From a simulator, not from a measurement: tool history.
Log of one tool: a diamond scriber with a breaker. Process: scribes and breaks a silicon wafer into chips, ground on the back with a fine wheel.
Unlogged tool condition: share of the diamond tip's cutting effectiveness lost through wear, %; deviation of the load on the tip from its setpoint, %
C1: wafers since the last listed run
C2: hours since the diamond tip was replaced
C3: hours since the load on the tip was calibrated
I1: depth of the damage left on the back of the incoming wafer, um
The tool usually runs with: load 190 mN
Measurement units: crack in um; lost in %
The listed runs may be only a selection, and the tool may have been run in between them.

run 1 hour=0 | load=190 | C1=0 C2=396.7 C3=1405.2 | I1=2.41 | crack=6.63 lost=6.66
run 2 hour=21.6 | load=190 | C1=52 C2=418.3 C3=1426.8 | I1=2.48 | crack=6.74 lost=7.23
run 3 hour=55.2 | load=190 | C1=81 C2=451.9 C3=1460.4 | I1=2.05 | crack=6.65 lost=5.5
run 4 hour=157.4 | load=190 | C1=246 C2=554.1 C3=1562.6 | I1=2.53 | crack=6.55 lost=6.86
run 5 hour=172.9 | load=190 | C1=37 C2=569.6 C3=1578.1 | I1=1.9 | crack=6.64 lost=4.12
run 6 hour=194.6 | load=144 | C1=52 C2=591.3 C3=1599.8 | I1=1.57 | crack=5.78 lost=7.7
run 7 hour=219.5 | load=144 | C1=60 C2=616.2 C3=1624.7 | I1=1.57 | crack=5.77 lost=8.49
run 8 hour=246.1 | load=190 | C1=64 C2=642.8 C3=1651.3 | I1=1.95 | crack=6.5 lost=4.89
run 9 hour=281.6 | load=190 | C1=85 C2=678.3 C3=1686.8 | I1=2.45 | crack=6.6 lost=6.75
run 10 hour=309.5 | load=190 | C1=67 C2=706.2 C3=1714.7 | I1=2.77 | crack=6.6 lost=8.89
run 11 hour=324.4 | load=190 | C1=35 C2=721.1 C3=1729.6 | I1=2.36 | crack=6.44 lost=6.23
run 12 hour=358.4 | load=190 | C1=82 C2=755.1 C3=1763.6 | I1=1.55 | crack=6.49 lost=4.03
run 13 hour=387 | load=190 | C1=69 C2=783.7 C3=1792.2 | I1=2.24 | crack=6.54 lost=6.53
run 14 hour=399.3 | load=190 | C1=29 C2=796 C3=1804.5 | I1=2.84 | crack=6.46 lost=9.3
run 15 hour=415.7 | load=190 | C1=39 C2=812.4 C3=1820.9 | I1=2.84 | crack=6.44 lost=10.78
run 16 hour=443.1 | load=190 | C1=66 C2=839.8 C3=1848.3 | I1=2.49 | crack=6.38 lost=7.55
run 17 hour=464.9 | load=190 | C1=52 C2=861.6 C3=1870.1 | I1=2.84 | crack=6.36 lost=10.44
run 18 hour=493.1 | load=222 | C1=68 C2=889.8 C3=1898.3 | I1=2.79 | crack=6.93 lost=7.59
run 19 hour=517.9 | load=190 | C1=59 C2=914.6 C3=1923.1 | I1=2.95 | crack=6.37 lost=11.68
run 20 hour=534.7 | load=244 | C1=40 C2=931.4 C3=1939.9 | I1=2.69 | crack=7.21 lost=6.24
run 21 hour=567.2 | load=190 | C1=78 C2=963.9 C3=1972.4 | I1=2.85 | crack=6.3 lost=11.06
-- hour=588.5 load on the tip recalibrated
run 22 hour=603.2 | load=166 | C1=82 C2=999.9 C3=14.7 | I1=2.01 | crack=6.31 lost=5.68
run 23 hour=628.2 | load=230 | C1=60 C2=1024.9 C3=39.7 | I1=2.8 | crack=7.29 lost=6.05
run 24 hour=655.2 | load=154 | C1=65 C2=1051.9 C3=66.7 | I1=2.02 | crack=6 lost=7.7
run 25 hour=679.2 | load=190 | C1=57 C2=1075.9 C3=90.7 | I1=1.63 | crack=6.65 lost=3.66
run 26 hour=702.5 | load=222 | C1=56 C2=1099.2 C3=114 | I1=1.68 | crack=7.06 lost=2.31
run 27 hour=716.8 | load=175 | C1=34 C2=1113.5 C3=128.3 | I1=1.78 | crack=6.33 lost=5.1
run 28 hour=732.6 | load=190 | C1=38 C2=1129.3 C3=144.1 | I1=2.47 | crack=6.55 lost=7.26
-- hour=740.2 diamond tip replaced by a new one
run 29 hour=761.8 | load=190 | C1=65 C2=21.6 C3=173.3 | I1=1.51 | crack=7.06 lost=2.3
run 30 hour=784 | load=190 | C1=53 C2=43.8 C3=195.5 | I1=2.49 | crack=7.01 lost=5.52
run 31 hour=809.9 | load=133 | C1=62 C2=69.7 C3=221.4 | I1=2.83 | crack=6.01 lost=14.28
run 32 hour=825.4 | load=155 | C1=37 C2=85.2 C3=236.9 | I1=2.31 | crack=6.27 lost=6.56
run 33 hour=851.5 | load=143 | C1=63 C2=111.3 C3=263 | I1=2.14 | crack=6.12 lost=8.32
run 34 hour=878.5 | load=239 | C1=65 C2=138.3 C3=290 | I1=1.73 | crack=7.78 lost=2.71
run 35 hour=905.8 | load=138 | C1=65 C2=165.6 C3=317.3 | I1=1.82 | crack=6.06 lost=8.39
run 36 hour=920.5 | load=170 | C1=35 C2=180.3 C3=332 | I1=1.55 | crack=6.5 lost=3.68
run 37 hour=953.5 | load=138 | C1=79 C2=213.3 C3=365 | I1=2.53 | crack=5.97 lost=12.28
run 38 hour=972.3 | load=190 | C1=45 C2=232.1 C3=383.8 | I1=2.52 | crack=6.85 lost=5.81
run 39 hour=999.5 | load=238 | C1=65 C2=259.3 C3=411 | I1=1.58 | crack=7.62 lost=2.35
run 40 hour=1026.2 | load=190 | C1=64 C2=286 C3=437.7 | I1=2.98 | crack=6.77 lost=9.41
run 41 hour=1042.1 | load=158 | C1=38 C2=301.9 C3=453.6 | I1=2.72 | crack=6.17 lost=10.12
run 42 hour=1057.6 | load=215 | C1=37 C2=317.4 C3=469.1 | I1=2.8 | crack=7.12 lost=6.32

Predict each of these 4 candidate next runs independently; none follows another, all start after run 42:
run A hour=1058.3 | load=161 | C1=1 C2=318.1 C3=469.8 | I1=2.22 | crack=? lost=?
run B hour=1058.3 | load=152 | C1=1 C2=318.1 C3=469.8 | I1=2.22 | crack=? lost=?
run C hour=1058.3 | load=235 | C1=1 C2=318.1 C3=469.8 | I1=2.22 | crack=? lost=?
run D hour=1058.3 | load=164 | C1=1 C2=318.1 C3=469.8 | I1=2.22 | crack=? lost=?

run=A crack=6.26 lost=6.7
run=B crack=6.1 lost=7.67
run=C crack=7.51 lost=3.45
run=D crack=6.32 lost=6.41
Without the tool's unlogged condition, the same runs would have read:
run=A crack=6.74 lost=4.62
run=B crack=6.57 lost=5.24
run=C crack=8.09 lost=3.94
run=D crack=6.8 lost=4.45
